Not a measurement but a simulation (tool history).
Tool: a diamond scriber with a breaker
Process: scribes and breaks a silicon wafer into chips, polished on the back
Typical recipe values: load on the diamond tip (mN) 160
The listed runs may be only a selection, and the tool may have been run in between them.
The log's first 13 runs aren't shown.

run   hour  load on the diamond tip (mN)  incoming depth of the damage left on the back of the incoming wafer, um  depth of the median crack under the scribed line (um)  chips rejected at inspection after the break (%)
 14  178.7                           150                                                                     0.01                                                  11.92                                              1.65
     192.2  -- load on the tip recalibrated
 15  192.7                           150                                                                     0.02                                                  12.42                                              1.63
 16    201                           150                                                                     0.04                                                  11.86                                              1.63
 17  212.9                           160                                                                     0.01                                                  12.15                                               1.4
 18  219.8                           207                                                                     0.04                                                  14.44                                              2.35
 19  237.7                           202                                                                     0.02                                                  14.18                                              1.94
 20  253.1                           131                                                                     0.02                                                  11.41                                              3.09
 21  259.3                           191                                                                     0.02                                                  13.37                                              1.67
 22  272.8                           160                                                                     0.05                                                  12.78                                              1.42
 23  282.7                           160                                                                     0.05                                                  11.72                                              1.53
 24  290.1                           160                                                                     0.02                                                  12.03                                              1.57
 25  302.6                           179                                                                     0.03                                                  12.43                                              1.27
 26  319.1                           119                                                                     0.03                                                  10.78                                              5.51
 27  333.2                           142                                                                     0.04                                                  11.71                                              2.59
 28  349.9                           136                                                                     0.04                                                  11.33                                               3.3
 29  367.2                           135                                                                     0.02                                                  10.81                                              3.59
 30    384                           124                                                                     0.04                                                  10.97                                              5.12
 31  422.2                           181                                                                     0.05                                                  12.65                                               1.2
 32  435.5                           203                                                                     0.01                                                  13.72                                               1.6
 33  453.2                           160                                                                     0.04                                                  11.51                                              1.91
 34  461.7                           134                                                                     0.01                                                   11.1                                              4.34
 35  470.6                           147                                                                     0.01                                                   11.4                                              2.82

What if the next run were any one of these 3? Each begins from the tool's condition after run 35:
  A  471.3                           129                                                                     0.01                                                      ?                                                 ?
  B  471.3                           133                                                                     0.01                                                      ?                                                 ?
  C  471.3                           186                                                                     0.01                                                      ?                                                 ?

run  depth of the median crack under the scribed line (um)  chips rejected at inspection after the break (%)
  A                                                  10.77                                              4.89
  B                                                  10.92                                              4.35
  C                                                  12.78                                              1.28
Stripped of hidden state, with their random variation kept, the same runs would have yielded:
run  depth of the median crack under the scribed line (um)  chips rejected at inspection after the break (%)
  A                                                  11.62                                              2.45
  B                                                  11.77                                              2.15
  C                                                  13.78                                              1.91
